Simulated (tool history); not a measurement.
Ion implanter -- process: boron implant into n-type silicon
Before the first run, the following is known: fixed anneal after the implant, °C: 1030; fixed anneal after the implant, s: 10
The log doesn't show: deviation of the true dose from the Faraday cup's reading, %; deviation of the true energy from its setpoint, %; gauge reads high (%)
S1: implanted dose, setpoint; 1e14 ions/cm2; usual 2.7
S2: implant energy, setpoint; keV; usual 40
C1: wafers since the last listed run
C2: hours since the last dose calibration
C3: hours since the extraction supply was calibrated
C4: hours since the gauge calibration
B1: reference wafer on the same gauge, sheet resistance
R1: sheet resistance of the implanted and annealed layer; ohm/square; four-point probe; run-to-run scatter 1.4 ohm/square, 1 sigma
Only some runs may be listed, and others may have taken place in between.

run    hour    S1    S2    C1      C2      C3      C4      B1      R1
  1       0   2.7    40     0   657.4  5272.4     769  320.97  323.35
  2   100.4   2.7    40  2379   757.8  5372.8   869.4  321.26     323
  3   365.1   2.7    40  6273  1022.5  5637.5  1134.1  320.81  325.59
  4   463.6   2.7    40  2334    1121    5736  1232.6  320.57  325.27
  5   530.1   2.7    40  1576  1187.5  5802.5  1299.1  321.21  324.54
  6   626.7   2.7    40  2289  1284.1  5899.1  1395.7  320.38  325.72
  7   729.5   2.7    40  2436  1386.9  6001.9  1498.5  321.16  324.96
        733  -- gauge calibrated
  8   803.5   2.7    40  1753  1460.9  6075.9    70.5  321.29  322.31
  9    1056   2.7    40  5984  1713.4  6328.4     323  321.61  324.05
 10  1139.4  2.22  34.5  1976  1796.8  6411.8   406.4  321.42  386.77
 11  1197.3  2.22  34.5  1372  1854.7  6469.7   464.3  320.77   387.5
 12  1285.6  2.22  34.5  2092    1943    6558   552.6  321.36  386.74
 13  1552.2   2.7    40  6318  2209.6  6824.6   819.2  321.07  325.53
     1599.4  -- extraction supply calibrated
 14  1650.3  3.24    34  2135  2307.7    50.9   917.3  321.15  285.04
 15  1716.4  2.44    27  1566  2373.8     117   983.4  320.56  367.86
 16  1821.7  3.16  44.5  2495  2479.1   222.3  1088.7  321.27  282.83
 17  1863.6  2.92    36   993    2521   264.2  1130.6  321.63  309.47
     1877.9  -- Faraday cup replaced and dose calibrated
     1917.2  -- gauge calibrated
 18  1940.8  1.97    40  1640    62.9   341.4    23.6  321.33  412.94
 19  2020.7  2.01    33  1893   142.8   421.3   103.5  321.44  416.47
 20  2122.1  3.39    40  2403   244.2   522.7   204.9  320.65  270.66
 21  2158.6   3.1  28.5   865   280.7   559.2   241.4  321.16  302.59
 22  2198.8   2.7    26   952   320.9   599.4   281.6   320.6  343.06
 23  2281.5  3.06  31.5  1960   403.6   682.1   364.3  320.88  302.44
 24  2332.3  2.25  28.5  1204   454.4   732.9   415.1  320.95  387.77
 25  2395.5   2.7    40  1497   517.6   796.1   478.3  321.06   322.5
 26  2470.1   2.7    33  1768   592.2   870.7   552.9  321.23  334.09
 27  2543.5  2.22  34.5  1739   665.6   944.1   626.3  320.48  385.69

For each entry between runs, how does the tool's hidden state at the last listed run before it compare with that at the first listed run after it?
From run 7 to run 8: gauge calibrated (hour 733)
  both runs share identical hidden conditions
From run 13 to run 14: extraction supply calibrated (hour 1599.4)
  both runs share identical hidden conditions
From run 17 to run 18: Faraday cup replaced and dose calibrated (hour 1877.9); gauge calibrated (hour 1917.2)
  both runs share identical hidden conditions

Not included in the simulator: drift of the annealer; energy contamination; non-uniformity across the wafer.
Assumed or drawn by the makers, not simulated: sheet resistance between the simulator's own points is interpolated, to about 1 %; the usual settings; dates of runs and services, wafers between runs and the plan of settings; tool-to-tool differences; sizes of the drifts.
